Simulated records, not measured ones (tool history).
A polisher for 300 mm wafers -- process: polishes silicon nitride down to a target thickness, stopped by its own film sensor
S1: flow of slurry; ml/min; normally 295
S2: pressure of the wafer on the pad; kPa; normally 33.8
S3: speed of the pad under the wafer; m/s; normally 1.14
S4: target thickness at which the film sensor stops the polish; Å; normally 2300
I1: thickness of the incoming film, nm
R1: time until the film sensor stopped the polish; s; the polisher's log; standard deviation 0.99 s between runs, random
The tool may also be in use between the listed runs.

Run 1, hour 0.0: usual settings; I1 378.7. Result: R1 54.7 s.
At hour 27.8: head pressure recalibrated.
Run 2, hour 97.3: usual settings; I1 378.7. Result: R1 55.9 s.
At hour 117.4: worn pad replaced by a new one.
Run 3, hour 140.5: usual settings; I1 377.2. Result: R1 54.5 s.
At hour 157.8: slurry nozzle cleaned.
Run 4, hour 231.3: usual settings but S4 2090 Å; I1 386.1. Result: R1 61.6 s.
Run 5, hour 300.3: usual settings but S4 2690 Å; I1 386.4. Result: R1 42.0 s.
Run 6, hour 340.2: usual settings but S3 1.34 m/s; I1 374.5. Result: R1 46.9 s.
At hour 344.4: worn pad replaced by a new one.
At hour 384.3: head pressure recalibrated.
Run 7, hour 388.8: usual settings but S3 0.96 m/s; I1 379.0. Result: R1 58.3 s.
Run 8, hour 431.5: usual settings but S3 0.96 m/s; I1 387.7. Result: R1 64.9 s.
Run 9, hour 524.9: usual settings but S1 375 ml/min, S2 27.6 kPa, S4 2650 Å; I1 375.7. Result: R1 50.0 s.
At hour 541.8: worn pad replaced by a new one.
At hour 564.8: slurry nozzle cleaned.
Run 10, hour 621.8: usual settings but S2 29.6 kPa; I1 375.7. Result: R1 59.2 s.
Run 11, hour 724.1: usual settings but S4 2690 Å; I1 381.2. Result: R1 39.2 s.
At hour 740.8: worn pad replaced by a new one.
At hour 772.5: head pressure recalibrated.
Run 12, hour 825.5: usual settings but S1 370 ml/min, S2 38.6 kPa; I1 380.4. Result: R1 46.3 s.
Run 13, hour 912.4: usual settings but S2 23.4 kPa, S3 1.46 m/s; I1 374.8. Result: R1 63.5 s.
At hour 927.1: slurry nozzle cleaned.
At hour 954.0: worn pad replaced by a new one.
Run 14, hour 965.3: usual settings but S3 0.96 m/s; I1 377.1. Result: R1 59.8 s.
Run 15, hour 1020.8: usual settings but S4 1800 Å; I1 385.9. Result: R1 72.8 s.
Run 16, hour 1091.4: usual settings but S1 325 ml/min, S2 40.7 kPa, S4 2810 Å; I1 374.7. Result: R1 27.3 s.
Run 17, hour 1142.8: usual settings but S3 0.96 m/s; I1 376.8. Result: R1 60.3 s.

5 options for the next run, each taken on its own from the tool as it stands now. Forecast them:
Run A, hour 1143.2: usual settings; I1 377.6. Result: R1 ?.
Run B, hour 1143.2: usual settings but S1 255 ml/min, S2 38.6 kPa, S3 0.90 m/s; I1 377.6. Result: R1 ?.
Run C, hour 1143.2: usual settings but S2 38.6 kPa; I1 377.6. Result: R1 ?.
Run D, hour 1143.2: usual settings but S4 1950 Å; I1 377.6. Result: R1 ?.
Run E, hour 1143.2: usual settings but S1 230 ml/min, S2 24.1 kPa, S3 0.84 m/s, S4 2000 Å; I1 377.6. Result: R1 ?.

run     R1
  A   52.8
  B   55.8
  C   46.2
  D   65.3
  E  114.6
Without the tool's hidden state the same runs would have given:
run     R1
  A   51.2
  B   53.9
  C   44.8
  D   63.3
  E  110.2
